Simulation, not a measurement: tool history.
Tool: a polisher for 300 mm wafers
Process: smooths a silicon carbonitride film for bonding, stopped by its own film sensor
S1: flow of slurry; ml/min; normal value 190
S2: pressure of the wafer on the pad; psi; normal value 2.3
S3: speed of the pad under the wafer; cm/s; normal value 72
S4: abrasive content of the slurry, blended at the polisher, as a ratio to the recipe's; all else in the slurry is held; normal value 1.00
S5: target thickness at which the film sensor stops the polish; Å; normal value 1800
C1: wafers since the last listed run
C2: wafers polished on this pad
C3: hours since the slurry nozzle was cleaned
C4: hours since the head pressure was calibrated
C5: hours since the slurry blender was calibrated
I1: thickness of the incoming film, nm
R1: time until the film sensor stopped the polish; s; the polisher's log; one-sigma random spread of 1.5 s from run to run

| run | day | S1 | S2 | S3 | S4 | S5 | C1 | C2 | C3 | C4 | C5 | I1 | R1 |
|---|---|---|---|---|---|---|---|---|---|---|---|---|---|
| 1 | 0.000 | 190 | 2.3 | 72 | 1.00 | 1800 | 0 | 2 | 284.0 | 990.1 | 157.5 | 204.0 | 126.4 |
| 2 | 1.696 | 190 | 2.3 | 72 | 1.00 | 1800 | 229 | 231 | 324.7 | 1030.8 | 198.2 | 199.3 | 108.3 |
| 3 | 2.025 | 190 | 2.3 | 72 | 1.00 | 1800 | 44 | 276 | 332.6 | 1038.7 | 206.1 | 197.7 | 99.4 |
| 4 | 2.662 | 190 | 2.3 | 72 | 1.00 | 1800 | 86 | 362 | 347.9 | 1054.0 | 221.4 | 201.4 | 123.4 |
| 5 | 3.396 | 190 | 2.3 | 72 | 1.00 | 1800 | 99 | 461 | 365.5 | 1071.6 | 239.0 | 201.2 | 125.0 |
|  | 3.671 | slurry nozzle cleaned |
|  | 4.062 | worn pad replaced by a new one |
|  | 4.133 | head pressure recalibrated |
| 6 | 4.154 | 190 | 2.3 | 72 | 1.00 | 1800 | 64 | 2 | 11.6 | 0.5 | 257.2 | 200.9 | 114.1 |
| 7 | 4.658 | 190 | 2.3 | 72 | 1.00 | 1800 | 68 | 71 | 23.7 | 12.6 | 269.3 | 199.1 | 105.3 |
| 8 | 4.908 | 190 | 2.3 | 54 | 1.00 | 1800 | 33 | 104 | 29.7 | 18.6 | 275.3 | 201.9 | 153.2 |
| 9 | 5.388 | 190 | 2.3 | 72 | 1.00 | 1800 | 64 | 169 | 41.2 | 30.1 | 286.8 | 201.3 | 121.2 |
| 10 | 5.721 | 160 | 1.7 | 46 | 1.00 | 1800 | 45 | 214 | 49.2 | 38.1 | 294.8 | 197.7 | 201.5 |
|  | 6.175 | slurry blender recalibrated |
| 11 | 6.196 | 190 | 2.3 | 72 | 1.00 | 1800 | 52 | 267 | 60.6 | 49.5 | 0.5 | 199.5 | 113.0 |
| 12 | 6.567 | 190 | 2.3 | 72 | 1.00 | 1800 | 50 | 317 | 69.5 | 58.4 | 9.4 | 201.9 | 130.8 |
| 13 | 6.858 | 170 | 2.3 | 90 | 0.70 | 1800 | 39 | 357 | 76.5 | 65.4 | 16.4 | 201.9 | 124.1 |
|  | 7.638 | worn pad replaced by a new one |
| 14 | 7.658 | 190 | 2.3 | 72 | 1.00 | 1800 | 85 | 2 | 95.7 | 84.6 | 35.6 | 199.3 | 105.0 |
| 15 | 8.267 | 190 | 2.9 | 72 | 1.00 | 1870 | 82 | 84 | 110.3 | 99.2 | 50.2 | 201.7 | 63.2 |
| 16 | 8.712 | 190 | 2.3 | 92 | 1.00 | 1800 | 60 | 145 | 121.0 | 109.9 | 60.9 | 200.4 | 97.4 |
| 17 | 9.071 | 190 | 2.3 | 50 | 1.10 | 1770 | 48 | 193 | 129.6 | 118.5 | 69.5 | 201.1 | 178.6 |
| 18 | 9.717 | 250 | 2.7 | 90 | 1.00 | 1840 | 87 | 280 | 145.1 | 134.0 | 85.0 | 204.1 | 79.5 |
| 19 | 10.279 | 190 | 2.3 | 60 | 1.00 | 1800 | 76 | 356 | 158.6 | 147.5 | 98.5 | 196.7 | 112.8 |

Alternative continuations, all from the tool just after run 19; predict every row:
| A | 10.300 | 190 | 2.3 | 72 | 1.00 | 1840 | 2 | 359 | 159.1 | 148.0 | 99.0 | 200.9 | ? |
| B | 10.300 | 190 | 2.3 | 72 | 1.15 | 1860 | 2 | 359 | 159.1 | 148.0 | 99.0 | 200.9 | ? |
| C | 10.300 | 145 | 1.7 | 72 | 1.10 | 1850 | 2 | 359 | 159.1 | 148.0 | 99.0 | 200.9 | ? |

| run | R1 |
|---|---|
| A | 102.7 |
| B | 86.1 |
| C | 129.8 |
Without the tool's unlogged condition, the same runs would have read:
| run | R1 |
|---|---|
| A | 91.5 |
| B | 76.7 |
| C | 115.6 |
